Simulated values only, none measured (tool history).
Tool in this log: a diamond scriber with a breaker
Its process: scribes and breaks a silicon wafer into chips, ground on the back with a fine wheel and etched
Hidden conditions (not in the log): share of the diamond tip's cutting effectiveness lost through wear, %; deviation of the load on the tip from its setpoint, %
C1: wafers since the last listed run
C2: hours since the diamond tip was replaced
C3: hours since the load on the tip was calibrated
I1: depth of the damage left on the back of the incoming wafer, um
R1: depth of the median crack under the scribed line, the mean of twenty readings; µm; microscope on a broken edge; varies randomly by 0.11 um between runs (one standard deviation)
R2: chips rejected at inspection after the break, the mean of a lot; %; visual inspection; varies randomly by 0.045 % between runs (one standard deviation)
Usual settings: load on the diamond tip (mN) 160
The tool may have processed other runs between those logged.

Run 1, hour 0: usual settings; C1 0; C2 430.4; C3 1184.8; I1 0.68. Result: R1 8.78 µm, R2 0.8 %.
Run 2, hour 21.2: usual settings; C1 51; C2 451.6; C3 1206; I1 0.51. Result: R1 8.9 µm, R2 0.76 %.
Run 3, hour 51.6: usual settings; C1 74; C2 482; C3 1236.4; I1 0.31. Result: R1 8.93 µm, R2 0.71 %.
Run 4, hour 65.6: usual settings; C1 34; C2 496; C3 1250.4; I1 0.74. Result: R1 8.93 µm, R2 0.76 %.
Run 5, hour 92.8: usual settings; C1 66; C2 523.2; C3 1277.6; I1 0.53. Result: R1 9.01 µm, R2 0.82 %.
Run 6, hour 125.9: usual settings; C1 80; C2 556.3; C3 1310.7; I1 0.56. Result: R1 8.71 µm, R2 0.83 %.
Run 7, hour 159: usual settings but load on the diamond tip (mN) 148; C1 80; C2 589.4; C3 1343.8; I1 0.51. Result: R1 8.17 µm, R2 1.55 %.
Run 8, hour 188.3: usual settings but load on the diamond tip (mN) 148; C1 71; C2 618.7; C3 1373.1; I1 0.48. Result: R1 8.26 µm, R2 1.69 %.
Run 9, hour 241.5: usual settings; C1 129; C2 671.9; C3 1426.3; I1 0.74. Result: R1 8.82 µm, R2 0.8 %.
Run 10, hour 271.7: usual settings but load on the diamond tip (mN) 183; C1 73; C2 702.1; C3 1456.5; I1 0.39. Result: R1 10.25 µm, R2 2.95 %.
Run 11, hour 288.6: usual settings but load on the diamond tip (mN) 183; C1 41; C2 719; C3 1473.4; I1 0.74. Result: R1 10.08 µm, R2 2.59 %.
At hour 298.2: load on the tip recalibrated.
Run 12, hour 319.8: usual settings but load on the diamond tip (mN) 183; C1 71; C2 750.2; C3 21.6; I1 0.5. Result: R1 9.82 µm, R2 2.88 %.
Run 13, hour 354.3: usual settings but load on the diamond tip (mN) 172; C1 84; C2 784.7; C3 56.1; I1 0.39. Result: R1 9.54 µm, R2 1.39 %.
Run 14, hour 371.7: usual settings but load on the diamond tip (mN) 172; C1 42; C2 802.1; C3 73.5; I1 0.78. Result: R1 9.42 µm, R2 1.45 %.
Run 15, hour 384.1: usual settings; C1 30; C2 814.5; C3 85.9; I1 0.73. Result: R1 8.76 µm, R2 0.74 %.
Run 16, hour 417.1: usual settings; C1 80; C2 847.5; C3 118.9; I1 0.32. Result: R1 8.83 µm, R2 0.74 %.
Run 17, hour 435.4: usual settings; C1 44; C2 865.8; C3 137.2; I1 0.68. Result: R1 8.75 µm, R2 0.77 %.
Run 18, hour 466.5: usual settings; C1 75; C2 896.9; C3 168.3; I1 0.41. Result: R1 8.75 µm, R2 0.73 %.
At hour 486.3: diamond tip replaced by a new one.
Run 19, hour 549.9: usual settings; C1 198; C2 63.6; C3 251.7; I1 0.77. Result: R1 8.99 µm, R2 0.75 %.
Run 20, hour 570.1: usual settings; C1 49; C2 83.8; C3 271.9; I1 0.37. Result: R1 8.79 µm, R2 0.76 %.
Run 21, hour 593.1: usual settings but load on the diamond tip (mN) 205; C1 56; C2 106.8; C3 294.9; I1 0.65. Result: R1 10.95 µm, R2 7.37 %.
Run 22, hour 626.1: usual settings but load on the diamond tip (mN) 197; C1 80; C2 139.8; C3 327.9; I1 0.34. Result: R1 10.36 µm, R2 5.99 %.
Run 23, hour 650.4: usual settings but load on the diamond tip (mN) 190; C1 59; C2 164.1; C3 352.2; I1 0.41. Result: R1 10.36 µm, R2 4.18 %.
Run 24, hour 669.4: usual settings; C1 46; C2 183.1; C3 371.2; I1 0.78. Result: R1 8.82 µm, R2 0.8 %.
Run 25, hour 701.5: usual settings but load on the diamond tip (mN) 189; C1 78; C2 215.2; C3 403.3; I1 0.76. Result: R1 9.88 µm, R2 3.98 %.
Run 26, hour 727.5: usual settings but load on the diamond tip (mN) 125; C1 63; C2 241.2; C3 429.3; I1 0.52. Result: R1 7.22 µm, R2 8.32 %.
Run 27, hour 755.4: usual settings but load on the diamond tip (mN) 123; C1 68; C2 269.1; C3 457.2; I1 0.44. Result: R1 7 µm, R2 9.81 %.
Run 28, hour 772.7: usual settings but load on the diamond tip (mN) 143; C1 42; C2 286.4; C3 474.5; I1 0.47. Result: R1 8.19 µm, R2 2.21 %.
Run 29, hour 799.7: usual settings; C1 65; C2 313.4; C3 501.5; I1 0.38. Result: R1 8.86 µm, R2 0.76 %.
Run 30, hour 820.5: usual settings but load on the diamond tip (mN) 202; C1 50; C2 334.2; C3 522.3; I1 0.69. Result: R1 10.78 µm, R2 6.49 %.
Run 31, hour 838.6: usual settings; C1 44; C2 352.3; C3 540.4; I1 0.49. Result: R1 9.09 µm, R2 0.69 %.
Run 32, hour 856.2: usual settings; C1 42; C2 369.9; C3 558; I1 0.43. Result: R1 8.78 µm, R2 0.82 %.

Predict the results of run 33:
Run 33, hour 875.1: usual settings but load on the diamond tip (mN) 133; C1 46; C2 388.8; C3 576.9; I1 0.72. Result: R1 ?, R2 ?.

Run 33 yielded R1 7.57 µm, R2 4.97 %.
With the hidden condition absent and the run-to-run variation left alone, this run would have shown R1 7.57 µm, R2 4.97 %.
